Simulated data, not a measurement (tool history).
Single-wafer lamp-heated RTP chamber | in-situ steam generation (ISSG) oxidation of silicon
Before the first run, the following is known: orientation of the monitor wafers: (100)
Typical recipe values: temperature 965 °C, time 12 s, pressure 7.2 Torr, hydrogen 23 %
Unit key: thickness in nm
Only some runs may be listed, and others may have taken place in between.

run	hour	temperature	time	pressure	hydrogen	wafers since the last listed run	wafers since the last pyrometer calibration	hours since the pressure gauge was zeroed	hours since the hydrogen flow controller was replaced	hours since the gauge calibration	read-back reference wafer on the same gauge, thickness	thickness
1	0	965	12	7.2	23	0	7204	4627.5	4323.3	495.3	3.335	4.129
2	7.6	965	12	7.2	23	76	7280	4635.1	4330.9	502.9	3.339	4.152
3	13.6	965	12	7.2	23	60	7340	4641.1	4336.9	508.9	3.343	4.168
# hour 27.2: pressure gauge zeroed
4	27.7	965	12	7.2	23	61	7401	0.5	4351	523	3.343	4.157
5	36.9	965	12	7.2	23	92	7494	9.7	4360.2	532.2	3.343	4.175
# hour 50.3: pyrometer window cleaned and pyrometer calibrated
6	51.4	965	12	7.2	23	65	10	24.2	4374.7	546.7	3.337	4.217
7	60.6	965	12	7.2	23	92	103	33.4	4383.9	555.9	3.341	4.229
8	73.5	951	12	7.2	30	129	232	46.3	4396.8	568.8	3.341	4.378
# hour 92: hydrogen flow controller replaced
9	92.5	965	12	7.2	30	110	343	65.3	0.5	587.8	3.34	4.566
# hour 94.7: gauge calibrated
10	102.3	965	15	6.9	31	98	441	75.1	10.3	7.6	3.344	5.048
11	111.5	965	12	7.2	23	92	533	84.3	19.5	16.8	3.341	4.225
12	128.4	951	12	7.2	23	169	703	101.2	36.4	33.7	3.337	4.066
13	139.3	965	12	7.2	29	109	813	112.1	47.3	44.6	3.34	4.528
# hour 153: pyrometer window cleaned and pyrometer calibrated, repeated, since the last time left the tool worse
14	153.5	973	12	7.2	28	62	5	126.3	61.5	58.8	3.338	4.414
15	167.8	965	12	7.2	23	143	149	140.6	75.8	73.1	3.338	4.106
16	178.6	965	12	7.2	23	108	257	151.4	86.6	83.9	3.338	4.101
17	190.5	965	12	7.2	18	119	377	163.3	98.5	95.8	3.339	3.849
18	202.4	965	12	7.2	23	119	496	175.2	110.4	107.7	3.34	4.098
19	209.5	965	12	7.2	23	71	567	182.3	117.5	114.8	3.341	4.089

Run 20 is up next; what results do you expect?
20	220.4	965	9	6.9	23	109	677	193.2	128.4	125.7	?	?

Run 20 measured read-back reference wafer on the same gauge, thickness 3.336, thickness 3.678 nm.
Take away the tool's hidden state, keep the run-to-run variation as it was, and the same run would have given thickness 3.664 nm.
